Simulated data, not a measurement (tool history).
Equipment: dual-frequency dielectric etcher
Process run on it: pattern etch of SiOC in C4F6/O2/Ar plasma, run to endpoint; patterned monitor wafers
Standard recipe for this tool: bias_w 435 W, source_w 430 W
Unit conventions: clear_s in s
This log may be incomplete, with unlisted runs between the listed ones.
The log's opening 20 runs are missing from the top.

run	hour	bias_w	source_w	wafers since the last listed run	hours since the last wet clean	hours since the last bias power generator calibration	hours since the last source power generator calibration	hours since the last upper electrode change	incoming incoming film thickness, nm	clear_s
21	250.3	361	480	165	693.9	66.5	158.9	188.0	35.75	13.7
22	261.8	390	430	114	705.4	78.0	170.4	199.5	36.06	14.0
# hour 289.5: wet clean of the chamber
23	290.0	500	430	41	0.5	106.2	198.6	227.7	35.83	13.1
24	290.3	435	520	2	0.8	106.5	198.9	228.0	35.93	12.8
25	303.0	435	430	126	13.5	119.2	211.6	240.7	36.02	13.7
26	316.1	435	430	130	26.6	132.3	224.7	253.8	35.90	13.7
27	331.0	435	430	148	41.5	147.2	239.6	268.7	36.32	13.9
28	346.1	435	530	150	56.6	162.3	254.7	283.8	36.01	12.6
29	356.6	530	340	104	67.1	172.8	265.2	294.3	36.23	14.1
30	371.2	487	430	145	81.7	187.4	279.8	308.9	35.92	13.1
31	381.8	435	430	105	92.3	198.0	290.4	319.5	35.95	13.7
32	392.2	349	500	103	102.7	208.4	300.8	329.9	36.24	14.0
33	403.9	485	340	116	114.4	220.1	312.5	341.6	36.27	14.5
34	412.3	342	520	83	122.8	228.5	320.9	350.0	35.86	13.9
35	427.0	522	460	146	137.5	243.2	335.6	364.7	36.07	12.4
36	440.6	529	540	135	151.1	256.8	349.2	378.3	35.58	11.4

3 options for the next run, each taken on its own from the tool as it stands now. Forecast them:
A	441.0	464	430	3	151.5	257.2	349.6	378.7	35.91	?
B	441.0	435	350	3	151.5	257.2	349.6	378.7	35.91	?
C	441.0	465	330	3	151.5	257.2	349.6	378.7	35.91	?

run	clear_s
A	13.3
B	14.8
C	14.8
What these runs would have given with no unlogged condition in the tool:
run	clear_s
A	13.5
B	15.0
C	15.0
